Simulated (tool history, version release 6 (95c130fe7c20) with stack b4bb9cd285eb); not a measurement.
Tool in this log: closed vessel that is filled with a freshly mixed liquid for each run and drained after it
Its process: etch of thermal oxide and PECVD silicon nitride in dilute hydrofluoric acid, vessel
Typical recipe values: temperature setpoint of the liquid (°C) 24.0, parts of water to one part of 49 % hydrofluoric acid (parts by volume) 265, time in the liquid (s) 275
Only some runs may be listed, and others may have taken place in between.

| run | hour | temperature setpoint of the liquid (°C) | parts of water to one part of 49 % hydrofluoric acid (parts by volume) | time in the liquid (s) | wafers since the last listed run | hours since the thermometer was replaced | hours since the hydrofluoric acid flow meter was replaced | hours since the gauge calibration | read-back film thickness of the thermal oxide reference wafer, read on the same gauge (nm) | read-back film thickness of the PECVD silicon nitride reference wafer, read on the same gauge (nm) | thickness taken off the thermal oxide on a monitor wafer (angstrom) | thickness taken off the PECVD silicon nitride on a monitor wafer (angstrom) |
|---|---|---|---|---|---|---|---|---|---|---|---|---|
| 1 | 0.0 | 24.0 | 265 | 275 | 0 | 937.2 | 1419.9 | 2876.3 | 85.509 | 114.053 | 35.67 | 28.05 |
|  | 29.1 | gauge calibrated |
| 2 | 52.8 | 24.0 | 265 | 275 | 5327 | 990.0 | 1472.7 | 23.7 | 89.742 | 119.693 | 36.74 | 29.04 |
| 3 | 95.2 | 24.0 | 265 | 275 | 4278 | 1032.4 | 1515.1 | 66.1 | 89.589 | 119.471 | 37.30 | 28.95 |
| 4 | 122.4 | 24.0 | 265 | 275 | 2744 | 1059.6 | 1542.3 | 93.3 | 89.487 | 119.306 | 36.93 | 28.78 |
| 5 | 153.9 | 24.0 | 265 | 275 | 3178 | 1091.1 | 1573.8 | 124.8 | 89.396 | 119.161 | 37.21 | 28.21 |
| 6 | 205.1 | 24.0 | 145 | 320 | 5166 | 1142.3 | 1625.0 | 176.0 | 89.160 | 118.865 | 89.55 | 59.88 |
|  | 248.3 | hydrofluoric acid flow meter replaced |
| 7 | 251.1 | 22.0 | 315 | 230 | 4540 | 1188.3 | 2.8 | 222.0 | 89.010 | 118.706 | 23.25 | 18.02 |
| 8 | 295.0 | 24.0 | 265 | 275 | 4429 | 1232.2 | 46.7 | 265.9 | 88.823 | 118.470 | 36.77 | 28.11 |
| 9 | 328.1 | 24.0 | 225 | 140 | 3339 | 1265.3 | 79.8 | 299.0 | 88.714 | 118.364 | 23.06 | 17.22 |
| 10 | 358.1 | 24.0 | 145 | 320 | 3027 | 1295.3 | 109.8 | 329.0 | 88.631 | 118.187 | 87.53 | 60.24 |
| 11 | 421.2 | 20.0 | 265 | 215 | 6367 | 1358.4 | 172.9 | 392.1 | 88.429 | 117.930 | 25.32 | 17.47 |
| 12 | 527.8 | 19.5 | 265 | 275 | 10756 | 1465.0 | 279.5 | 498.7 | 88.137 | 117.568 | 31.03 | 21.55 |
|  | 560.9 | thermometer replaced |
| 13 | 582.7 | 24.0 | 165 | 170 | 5438 | 21.8 | 334.4 | 553.6 | 88.016 | 117.356 | 40.23 | 28.58 |
| 14 | 717.6 | 24.0 | 195 | 425 | 13612 | 156.7 | 469.3 | 688.5 | 87.689 | 116.975 | 83.29 | 58.52 |
| 15 | 783.7 | 22.5 | 140 | 380 | 6669 | 222.8 | 535.4 | 754.6 | 87.587 | 116.764 | 102.79 | 67.03 |
| 16 | 834.8 | 24.0 | 265 | 320 | 5156 | 273.9 | 586.5 | 805.7 | 87.488 | 116.631 | 41.97 | 32.72 |
| 17 | 893.0 | 19.5 | 265 | 125 | 5872 | 332.1 | 644.7 | 863.9 | 87.344 | 116.495 | 14.16 | 9.94 |
| 18 | 918.2 | 24.0 | 265 | 275 | 2542 | 357.3 | 669.9 | 889.1 | 87.331 | 116.408 | 36.19 | 28.29 |
| 19 | 963.1 | 27.5 | 205 | 275 | 4530 | 402.2 | 714.8 | 934.0 | 87.274 | 116.303 | 57.07 | 44.79 |
| 20 | 1016.5 | 22.0 | 180 | 405 | 5388 | 455.6 | 768.2 | 987.4 | 87.158 | 116.200 | 79.46 | 54.50 |
| 21 | 1054.5 | 22.5 | 305 | 420 | 3834 | 493.6 | 806.2 | 1025.4 | 87.103 | 116.106 | 43.59 | 34.33 |
| 22 | 1115.7 | 20.5 | 300 | 330 | 6175 | 554.8 | 867.4 | 1086.6 | 87.026 | 116.042 | 32.91 | 24.11 |
| 23 | 1183.4 | 24.0 | 265 | 330 | 6831 | 622.5 | 935.1 | 1154.3 | 86.952 | 115.902 | 43.70 | 33.69 |
| 24 | 1333.8 | 24.0 | 265 | 275 | 15176 | 772.9 | 1085.5 | 1304.7 | 86.743 | 115.659 | 36.08 | 28.36 |
| 25 | 1389.9 | 24.0 | 265 | 200 | 5660 | 829.0 | 1141.6 | 1360.8 | 86.677 | 115.557 | 26.30 | 20.38 |
| 26 | 1414.3 | 24.0 | 340 | 425 | 2462 | 853.4 | 1166.0 | 1385.2 | 86.638 | 115.555 | 40.60 | 34.22 |

For each run, what was the tool's unlogged condition?
liquid hotter than its thermometer reads (K): 0 across all the runs
hydrofluoric acid flow above the setpoint (%): 0 across all the runs
H1: gauge reads high (%)
| run | H1 |
|---|---|
| 1 | -4.97 |
| 2 | -0.246 |
| 3 | -0.446 |
| 4 | -0.569 |
| 5 | -0.708 |
| 6 | -0.924 |
| 7 | -1.11 |
| 8 | -1.28 |
| 9 | -1.4 |
| 10 | -1.5 |
| 11 | -1.72 |
| 12 | -2.05 |
| 13 | -2.2 |
| 14 | -2.55 |
| 15 | -2.7 |
| 16 | -2.81 |
| 17 | -2.93 |
| 18 | -2.98 |
| 19 | -3.06 |
| 20 | -3.16 |
| 21 | -3.22 |
| 22 | -3.32 |
| 23 | -3.42 |
| 24 | -3.63 |
| 25 | -3.69 |
| 26 | -3.72 |
